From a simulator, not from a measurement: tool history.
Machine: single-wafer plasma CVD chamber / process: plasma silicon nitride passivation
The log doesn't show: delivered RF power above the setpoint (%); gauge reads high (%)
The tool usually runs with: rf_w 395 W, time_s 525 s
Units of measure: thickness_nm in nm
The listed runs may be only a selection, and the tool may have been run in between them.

run     day  rf_w  time_s  wafers since the last listed run  hours since the last RF generator calibration  hours since the showerhead was replaced  hours since the gauge calibration  read-back reference wafer on the same gauge, thickness_nm  thickness_nm
  1   0.000   375     525                                 0                                         1160.5                                   3083.8                              104.5                                                    900.985       754.970
  2   0.712   375     525                                59                                         1177.6                                   3100.9                              121.6                                                    900.262       757.152
  3   1.275   395     601                                47                                         1191.1                                   3114.4                              135.1                                                    900.526       877.833
  4   2.208   395     601                                78                                         1213.5                                   3136.8                              157.5                                                    900.682       878.234
  5   2.908   395     525                                58                                         1230.3                                   3153.6                              174.3                                                    901.169       765.195
  6   3.658   355     525                                62                                         1248.3                                   3171.6                              192.3                                                    900.678       743.800
  7   4.554   395     581                                75                                         1269.8                                   3193.1                              213.8                                                    900.984       844.513
  8   5.921   395     581                               114                                         1302.6                                   3225.9                              246.6                                                    901.191       845.628
  9   7.100   395     501                                98                                         1330.9                                   3254.2                              274.9                                                    900.580       728.611
 10   7.992   395     501                                74                                         1352.3                                   3275.6                              296.3                                                    900.940       730.613
 11   8.875   415     525                                74                                         1373.5                                   3296.8                              317.5                                                    900.441       777.494
 12  12.342   395     492                               290                                         1456.7                                   3380.0                              400.7                                                    900.833       717.577
 13  13.617   395     492                               106                                         1487.3                                   3410.6                              431.3                                                    900.869       713.215
 14  14.862   430     525                               104                                         1517.2                                   3440.5                              461.2                                                    900.754       782.531
 15  15.546   430     525                                57                                         1533.6                                   3456.9                              477.6                                                    900.499       784.046
 16  16.217   430     525                                56                                         1549.7                                   3473.0                              493.7                                                    901.178       784.400
 17  17.329   395     443                                93                                         1576.4                                   3499.7                              520.4                                                    900.639       645.994
 18  18.762   395     443                               120                                         1610.8                                   3534.1                              554.8                                                    901.088       645.725
 19  19.867   395     563                                92                                         1637.3                                   3560.6                              581.3                                                    900.994       819.658
 20  20.879   395     563                                84                                         1661.6                                   3584.9                              605.6                                                    901.113       816.344
 21  21.400   395     563                                43                                         1674.1                                   3597.4                              618.1                                                    900.613       816.768
 22  22.029   395     525                                52                                         1689.2                                   3612.5                              633.2                                                    900.945       766.265
 23  22.667   395     563                                53                                         1704.5                                   3627.8                              648.5                                                    901.150       816.495
 24  23.604   395     525                                78                                         1727.0                                   3650.3                              671.0                                                    900.969       766.315
 25  24.479   365     474                                73                                         1748.0                                   3671.3                              692.0                                                    901.543       675.006
     25.033  -- gauge calibrated
 26  25.667   420     421                                99                                         1776.5                                   3699.8                               15.2                                                    901.036       623.797
 27  26.421   395     525                                63                                         1794.6                                   3717.9                               33.3                                                    901.338       763.895
     28.196  -- showerhead replaced
 28  28.217   425     479                               122                                         1837.7                                      0.5                               76.4                                                    901.064       704.708
 29  29.042   360     525                                69                                         1857.5                                     20.3                               96.2                                                    900.967       739.362
     29.712  -- RF generator calibrated
 30  29.779   340     562                                33                                            1.6                                     38.0                              113.9                                                    900.242       776.504
 31  30.333   335     583                                46                                           14.9                                     51.3                              127.2                                                    900.753       800.276
 32  31.554   345     474                               102                                           44.2                                     80.6                              156.5                                                    901.151       654.466
 33  32.908   375     525                               113                                           76.7                                    113.1                              189.0                                                    901.361       739.237
 34  33.425   460     597                                43                                           89.1                                    125.5                              201.4                                                    901.235       888.427
 35  34.525   440     482                                92                                          115.5                                    151.9                              227.8                                                    900.349       710.628
 36  35.208   395     606                                57                                          131.9                                    168.3                              244.2                                                    901.549       865.587
     35.842  -- RF generator calibrated, repeated, since the last time left the tool worse
 37  35.862   395     604                                26                                            0.5                                    184.0                              259.9                                                    901.172       892.387
 38  36.254   395     475                                32                                            9.9                                    193.4                              269.3                                                    900.993       699.153
 39  37.175   395     525                                77                                           32.0                                    215.5                              291.4                                                    901.198       775.278
 40  38.129   395     525                                79                                           54.9                                    238.4                              314.3                                                    901.108       770.591
 41  39.479   430     525                               113                                           87.3                                    270.8                              346.7                                                    900.295       793.323
 42  40.133   395     525                                54                                          103.0                                    286.5                              362.4                                                    900.703       770.674
 43  43.571   460     434                               288                                          185.5                                    369.0                              444.9                                                    900.644       666.010

How the hidden state differs across the entries between the runs, from the last listed run before each to the first after it:
Logged between run 25 and run 26: gauge calibrated (day 25.033)
  delivered RF power above the setpoint (%): -5.27 -> -5.35
  measured value less the no-hidden-state value, thickness_nm: -9.920 -> -9.311 nm
Logged between run 27 and run 28: showerhead replaced (day 28.196)
  delivered RF power above the setpoint (%): -5.4 -> -5.53
  measured value less the no-hidden-state value, thickness_nm: -11.514 -> -10.868 nm
Logged between run 29 and run 30: RF generator calibrated (day 29.712)
  delivered RF power above the setpoint (%): -5.58 -> -10
  measured value less the no-hidden-state value, thickness_nm: -11.520 -> -22.298 nm
Logged between run 36 and run 37: RF generator calibrated, repeated, since the last time left the tool worse (day 35.842)
  delivered RF power above the setpoint (%): -10.4 -> -0.195
  measured value less the no-hidden-state value, thickness_nm: -25.825 -> -0.471 nm

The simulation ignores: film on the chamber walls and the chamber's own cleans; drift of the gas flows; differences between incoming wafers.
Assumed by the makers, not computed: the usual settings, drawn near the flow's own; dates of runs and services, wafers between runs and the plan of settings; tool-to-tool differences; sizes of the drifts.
